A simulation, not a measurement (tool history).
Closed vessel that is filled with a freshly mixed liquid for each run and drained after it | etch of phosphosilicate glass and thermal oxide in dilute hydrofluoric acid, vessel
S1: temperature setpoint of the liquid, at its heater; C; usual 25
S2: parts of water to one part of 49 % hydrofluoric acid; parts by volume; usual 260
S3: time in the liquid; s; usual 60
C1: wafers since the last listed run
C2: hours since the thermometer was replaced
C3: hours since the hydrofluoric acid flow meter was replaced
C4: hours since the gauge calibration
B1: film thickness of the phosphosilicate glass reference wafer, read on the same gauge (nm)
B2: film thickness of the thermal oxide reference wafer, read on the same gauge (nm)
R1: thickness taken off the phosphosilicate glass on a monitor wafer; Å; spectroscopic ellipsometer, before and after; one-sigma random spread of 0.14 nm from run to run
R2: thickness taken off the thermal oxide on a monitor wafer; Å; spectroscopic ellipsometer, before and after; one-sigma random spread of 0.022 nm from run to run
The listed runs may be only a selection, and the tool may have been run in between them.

run	day	S1	S2	S3	C1	C2	C3	C4	B1	B2	R1	R2
1	0	25	260	60	0	665.7	431	175.1	99.99	139.99	376.5	9.09
2	1.246	25	260	60	2740	695.6	460.9	205	100.02	140.025	375.8	9.14
3	1.833	25	260	60	1292	709.7	475	219.1	100.04	140.019	375	8.83
4	2.471	25	260	60	1402	725	490.3	234.4	100.01	140.023	374.9	9.18
5	3.629	28	260	60	2547	752.8	518.1	262.2	100	140.008	418.4	10.07
6	5.054	28	260	60	3134	787	552.3	296.4	99.95	140.017	414.1	9.66
7	6.033	28	260	60	2153	810.5	575.8	319.9	100.01	139.988	414.5	9.8
8	7.038	25	175	60	2208	834.6	599.9	344	100.01	139.992	609.4	15.06
9	7.758	25	175	60	1585	851.9	617.2	361.3	100.01	139.989	609.1	14.54
10	8.933	25	175	60	2584	880.1	645.4	389.5	100	140.024	610.2	14.33
# day 9.592: thermometer replaced
11	9.983	26.5	260	40	2217	9.4	670.6	414.7	99.97	139.988	256.3	6.11
12	10.917	25	305	75	2052	31.8	693	437.1	100.02	140.008	371.8	8.97
13	12.096	25	260	60	2593	60.1	721.3	465.4	99.96	140.006	365.7	8.5
# day 12.35: hydrofluoric acid flow meter replaced
14	13.292	29.5	165	95	2538	88.8	22.6	494.1	99.99	139.995	1186.8	27.41
15	14.496	25	260	60	2648	117.7	51.5	523	99.97	140.008	362.1	8.56
16	15.304	25	260	60	1777	137.1	70.9	542.4	99.98	140.031	362.8	8.32
17	15.938	20	190	45	1392	152.3	86.1	557.6	99.96	139.962	330.1	7.58
# day 16.008: gauge calibrated
18	16.558	25	190	90	1365	167.2	101	13.2	100.02	140.001	799.9	18.23
# day 17.033: thermometer replaced, repeated, since the last time left the tool worse
19	17.45	25	260	60	1869	10	122.4	34.6	100.02	140.029	381.3	8.97
20	21.667	23.5	215	90	9274	111.2	223.6	135.8	99.93	140.023	689.3	16.82
21	23.083	21	260	90	3115	145.2	257.6	169.8	99.97	139.946	495.9	11.49
22	24.342	21	340	45	2767	175.4	287.8	200	99.98	140.006	175.3	4.1
23	25.825	22	335	40	3262	211	323.4	235.6	100	139.966	165.9	4.06
24	26.85	29.5	260	90	2254	235.6	348	260.2	100	140.026	664.8	16.19
25	28.042	26.5	260	75	2620	264.2	376.6	288.8	100	140.008	502.3	11.69

Here are 4 independent what-if runs from the current tool condition. What would each one return?
A	28.071	28.5	260	60	64	264.9	377.3	289.5	?	?	?	?
B	28.071	23	260	60	64	264.9	377.3	289.5	?	?	?	?
C	28.071	28.5	365	70	64	264.9	377.3	289.5	?	?	?	?
D	28.071	25	370	30	64	264.9	377.3	289.5	?	?	?	?

run	B1	B2	R1	R2
A	99.96	139.996	430.4	10.26
B	99.96	139.996	355.1	8.47
C	99.96	139.996	320.5	7.64
D	99.96	139.996	120.4	2.87
Stripped of hidden state, with their random variation kept, the same runs would have yielded:
run	R1	R2
A	435.8	10.39
B	359.8	8.58
C	324.2	7.73
D	121.9	2.91
